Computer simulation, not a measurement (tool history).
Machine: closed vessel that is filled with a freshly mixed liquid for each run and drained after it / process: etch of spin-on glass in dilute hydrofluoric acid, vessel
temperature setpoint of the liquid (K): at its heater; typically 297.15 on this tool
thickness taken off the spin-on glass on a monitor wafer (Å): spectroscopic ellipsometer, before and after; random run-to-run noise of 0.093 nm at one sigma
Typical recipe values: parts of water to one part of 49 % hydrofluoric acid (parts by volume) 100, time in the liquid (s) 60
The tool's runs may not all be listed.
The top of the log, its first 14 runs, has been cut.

| run | hour | temperature setpoint of the liquid (K) | parts of water to one part of 49 % hydrofluoric acid (parts by volume) | time in the liquid (s) | read-back film thickness of the spin-on glass reference wafer, read on the same gauge (nm) | thickness taken off the spin-on glass on a monitor wafer (Å) |
|---|---|---|---|---|---|---|
| 15 | 161.3 | 293.15 | 100 | 45 | 130.01 | 131.5 |
| 16 | 175.3 | 299.65 | 115 | 60 | 129.99 | 193.1 |
|  | 176.6 | hydrofluoric acid flow meter replaced |
| 17 | 211.0 | 301.65 | 135 | 60 | 130.00 | 154.5 |
| 18 | 226.9 | 297.15 | 100 | 60 | 129.99 | 184.2 |
| 19 | 233.1 | 301.15 | 100 | 80 | 129.99 | 285.5 |
| 20 | 248.8 | 297.15 | 100 | 60 | 130.00 | 184.9 |
|  | 252.7 | thermometer replaced |
| 21 | 257.4 | 299.15 | 140 | 45 | 130.00 | 101.3 |
|  | 263.3 | gauge calibrated |
| 22 | 270.2 | 297.15 | 75 | 60 | 129.98 | 251.1 |
| 23 | 280.4 | 302.15 | 115 | 40 | 130.00 | 127.4 |
| 24 | 292.0 | 297.15 | 100 | 60 | 130.01 | 182.5 |
| 25 | 298.4 | 297.15 | 100 | 90 | 130.01 | 276.4 |
| 26 | 304.4 | 299.65 | 100 | 60 | 130.00 | 205.6 |
| 27 | 318.4 | 300.65 | 100 | 60 | 130.00 | 211.5 |
| 28 | 332.4 | 297.15 | 100 | 60 | 129.99 | 184.0 |
| 29 | 347.7 | 294.65 | 145 | 60 | 130.01 | 111.1 |
| 30 | 358.3 | 297.15 | 55 | 90 | 129.99 | 531.8 |
| 31 | 373.3 | 292.65 | 150 | 45 | 130.01 | 73.4 |
| 32 | 381.1 | 293.65 | 100 | 45 | 130.00 | 121.3 |
| 33 | 389.8 | 300.15 | 100 | 85 | 130.03 | 297.0 |

Here are 5 independent what-if runs from the current tool condition. What would each one return?
| A | 390.5 | 297.15 | 100 | 60 | ? | ? |
| B | 390.5 | 297.15 | 100 | 75 | ? | ? |
| C | 390.5 | 298.65 | 50 | 70 | ? | ? |
| D | 390.5 | 297.15 | 50 | 60 | ? | ? |
| E | 390.5 | 295.15 | 115 | 80 | ? | ? |

| run | read-back film thickness of the spin-on glass reference wafer, read on the same gauge (nm) | thickness taken off the spin-on glass on a monitor wafer (Å) |
|---|---|---|
| A | 129.99 | 185.1 |
| B | 129.99 | 231.4 |
| C | 129.99 | 489.2 |
| D | 129.99 | 394.4 |
| E | 129.99 | 194.7 |
Had the tool no hidden state, the same runs would have come out as:
| run | thickness taken off the spin-on glass on a monitor wafer (Å) |
|---|---|
| A | 182.2 |
| B | 227.7 |
| C | 481.8 |
| D | 388.4 |
| E | 191.6 |
